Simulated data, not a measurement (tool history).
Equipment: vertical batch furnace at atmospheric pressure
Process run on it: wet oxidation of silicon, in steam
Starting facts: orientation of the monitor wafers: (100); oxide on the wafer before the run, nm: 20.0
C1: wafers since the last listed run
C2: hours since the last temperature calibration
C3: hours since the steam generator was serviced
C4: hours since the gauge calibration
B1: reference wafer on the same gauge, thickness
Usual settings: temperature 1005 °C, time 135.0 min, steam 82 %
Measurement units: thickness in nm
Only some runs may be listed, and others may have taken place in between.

Run 1, day 0.000: usual settings; C1 0; C2 2589.9; C3 537.8; C4 1142.6; B1 630.72. Result: thickness 730.63 nm.
Run 2, day 1.738: usual settings; C1 612; C2 2631.6; C3 579.5; C4 1184.3; B1 631.03. Result: thickness 726.83 nm.
Run 3, day 4.329: usual settings; C1 913; C2 2693.8; C3 641.7; C4 1246.5; B1 630.82. Result: thickness 727.63 nm.
Run 4, day 6.912: usual settings; C1 910; C2 2755.8; C3 703.7; C4 1308.5; B1 630.85. Result: thickness 726.40 nm.
Run 5, day 9.438: usual settings; C1 890; C2 2816.4; C3 764.3; C4 1369.1; B1 631.13. Result: thickness 727.47 nm.
Run 6, day 22.750: usual settings; C1 4694; C2 3135.9; C3 1083.8; C4 1688.6; B1 630.79. Result: thickness 727.27 nm.
Run 7, day 26.812: usual settings but steam 89 %; C1 1432; C2 3233.4; C3 1181.3; C4 1786.1; B1 631.05. Result: thickness 764.66 nm.
Run 8, day 28.812: usual settings; C1 705; C2 3281.4; C3 1229.3; C4 1834.1; B1 631.01. Result: thickness 726.75 nm.
At day 29.096: gauge calibrated.
At day 30.425: steam generator serviced.
Run 9, day 30.438: usual settings; C1 220; C2 3320.4; C3 0.3; C4 32.2; B1 631.36. Result: thickness 740.89 nm.
Run 10, day 34.096: usual settings; C1 1289; C2 3408.2; C3 88.1; C4 120.0; B1 630.99. Result: thickness 737.77 nm.
At day 38.296: thermocouples replaced and temperature profile calibrated.
Run 11, day 38.317: usual settings; C1 1135; C2 0.5; C3 189.4; C4 221.3; B1 630.90. Result: thickness 715.45 nm.
Run 12, day 40.483: usual settings but temperature 1021 °C, time 194.5 min, steam 92 %; C1 763; C2 52.5; C3 241.4; C4 273.3; B1 630.60. Result: thickness 1041.29 nm.
Run 13, day 43.800: usual settings but temperature 998 °C; C1 1169; C2 132.1; C3 321.0; C4 352.9; B1 630.71. Result: thickness 690.46 nm.
Run 14, day 47.262: usual settings but temperature 1020 °C, time 167.5 min, steam 91 %; C1 1220; C2 215.2; C3 404.1; C4 436.0; B1 631.16. Result: thickness 939.24 nm.
Run 15, day 50.046: usual settings; C1 981; C2 282.0; C3 470.9; C4 502.8; B1 631.09. Result: thickness 717.18 nm.
Run 16, day 54.346: usual settings; C1 1516; C2 385.2; C3 574.1; C4 606.0; B1 630.94. Result: thickness 717.98 nm.
Run 17, day 56.946: usual settings but steam 86 %; C1 916; C2 447.6; C3 636.5; C4 668.4; B1 631.16. Result: thickness 741.33 nm.
Run 18, day 58.896: usual settings but steam 79 %; C1 687; C2 494.4; C3 683.3; C4 715.2; B1 631.35. Result: thickness 701.28 nm.
Run 19, day 61.025: usual settings but time 110.5 min, steam 94 %; C1 750; C2 545.5; C3 734.4; C4 766.3; B1 630.82. Result: thickness 688.51 nm.
Run 20, day 63.679: usual settings but temperature 1021 °C, time 194.5 min, steam 92 %; C1 935; C2 609.2; C3 798.1; C4 830.0; B1 631.02. Result: thickness 1039.27 nm.
Run 21, day 65.688: usual settings but time 89.5 min, steam 90 %; C1 708; C2 657.4; C3 846.3; C4 878.2; B1 631.04. Result: thickness 588.40 nm.
Run 22, day 70.100: usual settings but steam 91 %; C1 1555; C2 763.3; C3 952.2; C4 984.1; B1 631.06. Result: thickness 766.24 nm.
Run 23, day 75.979: usual settings but temperature 990 °C, steam 73 %; C1 2073; C2 904.4; C3 1093.3; C4 1125.2; B1 631.04. Result: thickness 612.34 nm.

Below are 4 alternative next runs, each starting from the tool's condition after run 23. Predict each:
Run A, day 76.221: usual settings; C1 85; C2 910.2; C3 1099.1; C4 1131.0; B1 ?. Result: thickness ?.
Run B, day 76.221: usual settings but temperature 1029 °C; C1 85; C2 910.2; C3 1099.1; C4 1131.0; B1 ?. Result: thickness ?.
Run C, day 76.221: usual settings but temperature 980 °C, time 69.5 min, steam 74 %; C1 85; C2 910.2; C3 1099.1; C4 1131.0; B1 ?. Result: thickness ?.
Run D, day 76.221: usual settings but temperature 981 °C, time 80.0 min, steam 93 %; C1 85; C2 910.2; C3 1099.1; C4 1131.0; B1 ?. Result: thickness ?.

run      B1  thickness
  A  630.85     723.26
  B  630.85     820.94
  C  630.85     369.30
  D  630.85     479.56
Take away the tool's hidden state, keep each run's random variation, and the runs would have read:
run  thickness
  A     723.56
  B     822.70
  C     367.68
  D     478.14

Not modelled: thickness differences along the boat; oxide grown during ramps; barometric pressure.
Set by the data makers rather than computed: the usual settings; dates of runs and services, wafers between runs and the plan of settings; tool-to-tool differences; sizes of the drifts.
